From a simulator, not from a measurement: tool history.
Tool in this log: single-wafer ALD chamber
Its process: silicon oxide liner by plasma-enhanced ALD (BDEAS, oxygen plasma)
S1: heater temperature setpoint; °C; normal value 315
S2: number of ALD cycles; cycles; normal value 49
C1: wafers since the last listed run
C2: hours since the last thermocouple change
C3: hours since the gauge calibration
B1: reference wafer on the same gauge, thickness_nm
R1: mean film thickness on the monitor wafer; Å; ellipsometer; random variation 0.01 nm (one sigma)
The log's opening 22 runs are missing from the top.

run   hour   S1  S2   C1      C2     C3     B1     R1
 23  300.7  315  49  169  1783.9  409.7  4.835  41.69
 24  307.5  310  52   68  1790.7  416.5  4.836  44.47
 25  321.1  306  52  136  1804.3  430.1  4.833   44.4
 26  336.3  310  40  152  1819.5  445.3  4.837  34.11
 27  345.5  305  56   92  1828.7  454.5  4.837  48.32
 28  356.7  307  56  112  1839.9  465.7   4.84  48.17
 29  370.6  330  41  139  1853.8  479.6  4.834  34.06
       384  -- gauge calibrated
     387.1  -- thermocouple changed; heater temperature recalibrated
 30  387.6  327  57   90     0.5    3.6  4.754  47.04
 31  391.4  315  49   38     4.3    7.4  4.756  40.71
 32  403.4  315  49  120    16.3   19.4  4.763  40.79
 33  414.8  320  54  114    27.7   30.8  4.773     45
 34  428.4  315  58  136    41.3   44.4  4.777  48.72
 35  441.4  315  49  130    54.3   57.4  4.781  41.25
 36  455.7  315  53  143    68.6   71.7  4.787  44.47
 37  463.7  315  43   80    76.6   79.7  4.792  36.34
 38  480.8  315  49  172    93.7   96.8  4.798  41.27
 39  496.3  329  49  156   109.2  112.3  4.796  40.65
 40  506.2  303  41   99   119.1  122.2  4.804  35.15

5 options for the next run, each taken on its own from the tool as it stands now. Forecast them:
  A  506.7  315  49   5  119.6  122.7   ?   ?
  B  506.7  308  43   5  119.6  122.7   ?   ?
  C  506.7  326  54   5  119.6  122.7   ?   ?
  D  506.7  306  44   5  119.6  122.7   ?   ?
  E  506.7  308  44   5  119.6  122.7   ?   ?

run     B1     R1
  A  4.801  41.29
  B  4.801  36.56
  C  4.801  44.88
  D  4.801   37.5
  E  4.801  37.41
Without the tool's hidden state the same runs would have given:
run     R1
  A  40.93
  B  36.23
  C  44.48
  D  37.17
  E  37.07

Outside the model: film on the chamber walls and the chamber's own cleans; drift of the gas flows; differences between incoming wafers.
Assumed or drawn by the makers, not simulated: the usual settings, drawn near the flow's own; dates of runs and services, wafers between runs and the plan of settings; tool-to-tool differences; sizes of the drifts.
